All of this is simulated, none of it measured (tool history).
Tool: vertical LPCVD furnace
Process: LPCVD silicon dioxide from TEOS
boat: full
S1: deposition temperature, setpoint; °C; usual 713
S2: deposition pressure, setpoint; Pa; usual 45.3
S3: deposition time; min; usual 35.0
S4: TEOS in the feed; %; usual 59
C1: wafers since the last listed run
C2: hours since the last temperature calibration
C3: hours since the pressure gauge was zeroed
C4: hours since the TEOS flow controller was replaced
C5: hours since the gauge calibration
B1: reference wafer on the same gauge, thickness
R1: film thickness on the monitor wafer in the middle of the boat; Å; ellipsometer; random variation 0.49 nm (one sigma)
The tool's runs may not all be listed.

{"run": 1, "day": 0.0, "S1": 713, "S2": 45.3, "S3": 35.0, "S4": 59, "C1": 0, "C2": 3991.8, "C3": 2945.9, "C4": 2366.8, "C5": 14.6, "B1": 284.47, "R1": 3253.2}
{"run": 2, "day": 0.629, "S1": 713, "S2": 45.3, "S3": 35.0, "S4": 59, "C1": 244, "C2": 4006.9, "C3": 2961.0, "C4": 2381.9, "C5": 29.7, "B1": 284.84, "R1": 3260.2}
{"run": 3, "day": 1.088, "S1": 713, "S2": 45.3, "S3": 35.0, "S4": 59, "C1": 177, "C2": 4017.9, "C3": 2972.0, "C4": 2392.9, "C5": 40.7, "B1": 285.03, "R1": 3263.9}
{"run": 4, "day": 1.438, "S1": 713, "S2": 45.3, "S3": 35.0, "S4": 59, "C1": 135, "C2": 4026.3, "C3": 2980.4, "C4": 2401.3, "C5": 49.1, "B1": 285.13, "R1": 3257.0}
{"run": 5, "day": 1.958, "S1": 713, "S2": 45.3, "S3": 35.0, "S4": 59, "C1": 202, "C2": 4038.8, "C3": 2992.9, "C4": 2413.8, "C5": 61.6, "B1": 285.13, "R1": 3261.4}
{"run": 6, "day": 2.292, "S1": 713, "S2": 45.3, "S3": 35.0, "S4": 59, "C1": 129, "C2": 4046.8, "C3": 3000.9, "C4": 2421.8, "C5": 69.6, "B1": 285.32, "R1": 3255.8}
{"run": 7, "day": 2.838, "S1": 713, "S2": 45.3, "S3": 35.0, "S4": 59, "C1": 211, "C2": 4059.9, "C3": 3014.0, "C4": 2434.9, "C5": 82.7, "B1": 285.41, "R1": 3270.2}
{"day": 4.171, "done": "TEOS flow controller replaced"}
{"day": 4.196, "done": "thermocouples replaced and temperature profile calibrated"}
{"day": 4.383, "done": "pressure gauge zeroed"}
{"run": 8, "day": 4.404, "S1": 704, "S2": 50.7, "S3": 35.0, "S4": 70, "C1": 136, "C2": 5.0, "C3": 0.5, "C4": 5.6, "C5": 120.3, "B1": 285.83, "R1": 3073.0}
{"run": 9, "day": 4.562, "S1": 713, "S2": 45.3, "S3": 41.5, "S4": 66, "C1": 61, "C2": 8.8, "C3": 4.3, "C4": 9.4, "C5": 124.1, "B1": 285.76, "R1": 4101.2}
{"run": 10, "day": 4.717, "S1": 713, "S2": 34.0, "S3": 31.5, "S4": 59, "C1": 59, "C2": 12.5, "C3": 8.0, "C4": 13.1, "C5": 127.8, "B1": 285.87, "R1": 2549.0}
{"run": 11, "day": 5.375, "S1": 713, "S2": 49.3, "S3": 47.5, "S4": 65, "C1": 255, "C2": 28.3, "C3": 23.8, "C4": 28.9, "C5": 143.6, "B1": 285.95, "R1": 4842.5}
{"day": 5.679, "done": "gauge calibrated"}
{"run": 12, "day": 5.754, "S1": 713, "S2": 41.3, "S3": 44.5, "S4": 48, "C1": 147, "C2": 37.4, "C3": 32.9, "C4": 38.0, "C5": 1.8, "B1": 284.14, "R1": 3562.4}
{"run": 13, "day": 6.196, "S1": 707, "S2": 38.7, "S3": 31.0, "S4": 52, "C1": 171, "C2": 48.0, "C3": 43.5, "C4": 48.6, "C5": 12.4, "B1": 284.5, "R1": 2178.6}
{"run": 14, "day": 6.838, "S1": 713, "S2": 45.3, "S3": 35.0, "S4": 59, "C1": 248, "C2": 63.4, "C3": 58.9, "C4": 64.0, "C5": 27.8, "B1": 284.76, "R1": 3258.7}
{"run": 15, "day": 7.129, "S1": 713, "S2": 45.3, "S3": 41.5, "S4": 66, "C1": 113, "C2": 70.4, "C3": 65.9, "C4": 71.0, "C5": 34.8, "B1": 285.09, "R1": 4097.3}

The same runs without the tool's hidden state, with the same run-to-run variation:
The hidden state here: true tube temperature minus thermocouple reading, K; true pressure minus gauge reading, mTorr; deviation of the TEOS flow from its setpoint, %; gauge reads high (%).
run=1 R1=3247.1
run=2 R1=3250.1
run=3 R1=3251.4
run=4 R1=3243.1
run=5 R1=3245.7
run=6 R1=3239.2
run=7 R1=3252.4
run=8 R1=3054.1
run=9 R1=4075.8
run=10 R1=2533.1
run=11 R1=4811.6
run=12 R1=3559.4
run=13 R1=2174.2
run=14 R1=3247.9
run=15 R1=4081.8

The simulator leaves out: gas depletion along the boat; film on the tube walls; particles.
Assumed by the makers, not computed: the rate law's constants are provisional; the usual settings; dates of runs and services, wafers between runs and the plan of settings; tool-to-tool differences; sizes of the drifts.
